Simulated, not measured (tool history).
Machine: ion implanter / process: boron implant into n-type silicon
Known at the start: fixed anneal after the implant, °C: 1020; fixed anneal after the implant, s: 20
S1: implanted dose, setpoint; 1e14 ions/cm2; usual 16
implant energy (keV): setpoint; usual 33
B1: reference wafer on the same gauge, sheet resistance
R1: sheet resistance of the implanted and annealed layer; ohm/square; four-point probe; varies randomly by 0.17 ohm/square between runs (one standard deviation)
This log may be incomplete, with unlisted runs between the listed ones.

{"run": 1, "hour": 0.0, "S1": 16, "implant energy (keV)": 26, "B1": 70.42, "R1": 77.1}
{"run": 2, "hour": 41.5, "S1": 16, "implant energy (keV)": 33, "B1": 70.56, "R1": 75.6}
{"run": 3, "hour": 104.3, "S1": 16, "implant energy (keV)": 33, "B1": 70.48, "R1": 75.92}
{"run": 4, "hour": 173.4, "S1": 16, "implant energy (keV)": 33, "B1": 70.46, "R1": 76.09}
{"run": 5, "hour": 219.2, "S1": 16, "implant energy (keV)": 33, "B1": 70.57, "R1": 76.14}
{"run": 6, "hour": 262.9, "S1": 16, "implant energy (keV)": 33, "B1": 70.52, "R1": 76.06}
{"run": 7, "hour": 330.3, "S1": 16, "implant energy (keV)": 33, "B1": 70.5, "R1": 76.65}
{"run": 8, "hour": 383.3, "S1": 16, "implant energy (keV)": 33, "B1": 70.54, "R1": 76.51}
{"run": 9, "hour": 431.2, "S1": 16, "implant energy (keV)": 33, "B1": 70.56, "R1": 76.32}
{"hour": 431.6, "done": "gauge calibrated"}
{"run": 10, "hour": 498.8, "S1": 16, "implant energy (keV)": 33, "B1": 70.46, "R1": 76.71}
{"run": 11, "hour": 554.9, "S1": 16, "implant energy (keV)": 33, "B1": 70.48, "R1": 76.59}
{"hour": 590.7, "done": "extraction supply calibrated"}
{"run": 12, "hour": 610.2, "S1": 18.35, "implant energy (keV)": 38.5, "B1": 70.5, "R1": 68.17}
{"run": 13, "hour": 650.0, "S1": 16, "implant energy (keV)": 33, "B1": 70.49, "R1": 77.28}
{"hour": 705.2, "done": "Faraday cup replaced and dose calibrated"}
{"run": 14, "hour": 705.7, "S1": 11.6, "implant energy (keV)": 36.5, "B1": 70.54, "R1": 97.25}
{"run": 15, "hour": 766.4, "S1": 16, "implant energy (keV)": 33, "B1": 70.48, "R1": 74.99}
{"run": 16, "hour": 815.7, "S1": 19.51, "implant energy (keV)": 43, "B1": 70.55, "R1": 62.55}
{"run": 17, "hour": 880.7, "S1": 20.14, "implant energy (keV)": 36.5, "B1": 70.48, "R1": 61.93}
{"run": 18, "hour": 909.6, "S1": 13.8, "implant energy (keV)": 42, "B1": 70.53, "R1": 83.17}
{"run": 19, "hour": 971.8, "S1": 20.18, "implant energy (keV)": 42.5, "B1": 70.47, "R1": 60.79}
{"run": 20, "hour": 1004.6, "S1": 16, "implant energy (keV)": 33, "B1": 70.54, "R1": 75.22}
{"run": 21, "hour": 1157.0, "S1": 18.68, "implant energy (keV)": 33, "B1": 70.48, "R1": 66.59}
{"run": 22, "hour": 1198.3, "S1": 20.52, "implant energy (keV)": 29.5, "B1": 70.51, "R1": 63.13}
{"run": 23, "hour": 1339.5, "S1": 18.12, "implant energy (keV)": 23.5, "B1": 70.52, "R1": 71.45}

Forecast each of these 5 alternatives for the next run:
{"run": "A", "hour": 1339.9, "S1": 13.25, "implant energy (keV)": 33, "B1": "?", "R1": "?"}
{"run": "B", "hour": 1339.9, "S1": 16, "implant energy (keV)": 44, "B1": "?", "R1": "?"}
{"run": "C", "hour": 1339.9, "S1": 12.02, "implant energy (keV)": 23.5, "B1": "?", "R1": "?"}
{"run": "D", "hour": 1339.9, "S1": 16, "implant energy (keV)": 23, "B1": "?", "R1": "?"}
{"run": "E", "hour": 1339.9, "S1": 16, "implant energy (keV)": 36.5, "B1": "?", "R1": "?"}

run=A B1=70.55 R1=87.55
run=B B1=70.55 R1=73.36
run=C B1=70.55 R1=97.1
run=D B1=70.55 R1=78.13
run=E B1=70.55 R1=74.43
Take away the tool's hidden state, keep each run's random variation, and the runs would have read:
run=A R1=86.89
run=B R1=72.8
run=C R1=96.38
run=D R1=77.62
run=E R1=73.87
